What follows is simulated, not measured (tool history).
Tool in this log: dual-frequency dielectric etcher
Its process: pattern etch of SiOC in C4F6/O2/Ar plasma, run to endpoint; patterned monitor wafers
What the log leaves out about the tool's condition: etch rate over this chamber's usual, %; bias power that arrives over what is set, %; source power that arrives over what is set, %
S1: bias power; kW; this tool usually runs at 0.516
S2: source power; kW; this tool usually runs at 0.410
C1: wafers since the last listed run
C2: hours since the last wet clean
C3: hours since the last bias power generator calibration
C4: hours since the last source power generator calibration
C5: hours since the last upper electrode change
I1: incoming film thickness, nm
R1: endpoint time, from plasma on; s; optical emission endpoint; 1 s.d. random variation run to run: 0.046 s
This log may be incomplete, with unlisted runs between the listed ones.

run 1 day=0.000 | S1=0.413 S2=0.410 | C1=0 C2=209.0 C3=1742.2 C4=1122.6 C5=3357.6 | I1=28.79 | R1=10.3
run 2 day=3.425 | S1=0.453 S2=0.410 | C1=1077 C2=291.2 C3=1824.4 C4=1204.8 C5=3439.8 | I1=28.35 | R1=9.7
-- day=6.683 wet clean of the chamber
run 3 day=6.704 | S1=0.453 S2=0.410 | C1=717 C2=0.5 C3=1903.1 C4=1283.5 C5=3518.5 | I1=28.58 | R1=10.1
run 4 day=7.567 | S1=0.453 S2=0.410 | C1=271 C2=21.2 C3=1923.8 C4=1304.2 C5=3539.2 | I1=28.59 | R1=10.1
run 5 day=10.246 | S1=0.516 S2=0.410 | C1=843 C2=85.5 C3=1988.1 C4=1368.5 C5=3603.5 | I1=28.67 | R1=9.6
run 6 day=12.246 | S1=0.516 S2=0.410 | C1=629 C2=133.5 C3=2036.1 C4=1416.5 C5=3651.5 | I1=28.67 | R1=9.6
run 7 day=14.242 | S1=0.516 S2=0.410 | C1=628 C2=181.4 C3=2084.0 C4=1464.4 C5=3699.4 | I1=28.81 | R1=9.7
run 8 day=18.100 | S1=0.516 S2=0.410 | C1=1214 C2=274.0 C3=2176.6 C4=1557.0 C5=3792.0 | I1=28.66 | R1=9.4
run 9 day=22.517 | S1=0.516 S2=0.410 | C1=1389 C2=380.0 C3=2282.6 C4=1663.0 C5=3898.0 | I1=28.84 | R1=9.4
-- day=25.329 wet clean of the chamber
run 10 day=25.808 | S1=0.463 S2=0.410 | C1=721 C2=11.5 C3=2361.6 C4=1742.0 C5=3977.0 | I1=28.79 | R1=10.1
run 11 day=27.567 | S1=0.463 S2=0.410 | C1=553 C2=53.7 C3=2403.8 C4=1784.2 C5=4019.2 | I1=28.72 | R1=10.1
-- day=30.192 bias power generator calibrated
run 12 day=30.567 | S1=0.448 S2=0.410 | C1=891 C2=125.7 C3=9.0 C4=1856.2 C5=4091.2 | I1=28.62 | R1=10.1
run 13 day=32.175 | S1=0.516 S2=0.410 | C1=506 C2=164.3 C3=47.6 C4=1894.8 C5=4129.8 | I1=28.96 | R1=9.7
run 14 day=34.196 | S1=0.569 S2=0.410 | C1=635 C2=212.8 C3=96.1 C4=1943.3 C5=4178.3 | I1=28.91 | R1=9.3
run 15 day=37.246 | S1=0.569 S2=0.410 | C1=959 C2=286.0 C3=169.3 C4=2016.5 C5=4251.5 | I1=28.67 | R1=9.2
run 16 day=41.400 | S1=0.432 S2=0.340 | C1=1307 C2=385.7 C3=269.0 C4=2116.2 C5=4351.2 | I1=28.81 | R1=10.4
-- day=43.121 wet clean of the chamber
run 17 day=43.854 | S1=0.483 S2=0.340 | C1=457 C2=17.6 C3=327.9 C4=2175.1 C5=4410.1 | I1=28.84 | R1=10.4
-- day=45.388 source power generator calibrated
-- day=47.338 upper electrode replaced, of another model than before
run 18 day=47.358 | S1=0.616 S2=0.350 | C1=735 C2=101.7 C3=412.0 C4=47.3 C5=0.5 | I1=28.78 | R1=9.1
run 19 day=49.962 | S1=0.516 S2=0.410 | C1=819 C2=164.2 C3=474.5 C4=109.8 C5=63.0 | I1=28.52 | R1=9.6
run 20 day=52.862 | S1=0.516 S2=0.470 | C1=912 C2=233.8 C3=544.1 C4=179.4 C5=132.6 | I1=28.57 | R1=9.3
run 21 day=56.604 | S1=0.516 S2=0.510 | C1=1177 C2=323.6 C3=633.9 C4=269.2 C5=222.4 | I1=28.42 | R1=9.1

Predict the results of run 22:
run 22 day=58.550 | S1=0.516 S2=0.410 | C1=612 C2=370.3 C3=680.6 C4=315.9 C5=269.1 | I1=28.74 | R1=?

Run 22 yielded R1 9.5 s.
The same run, on a tool lacking any hidden state, would have yielded R1 9.9 s.
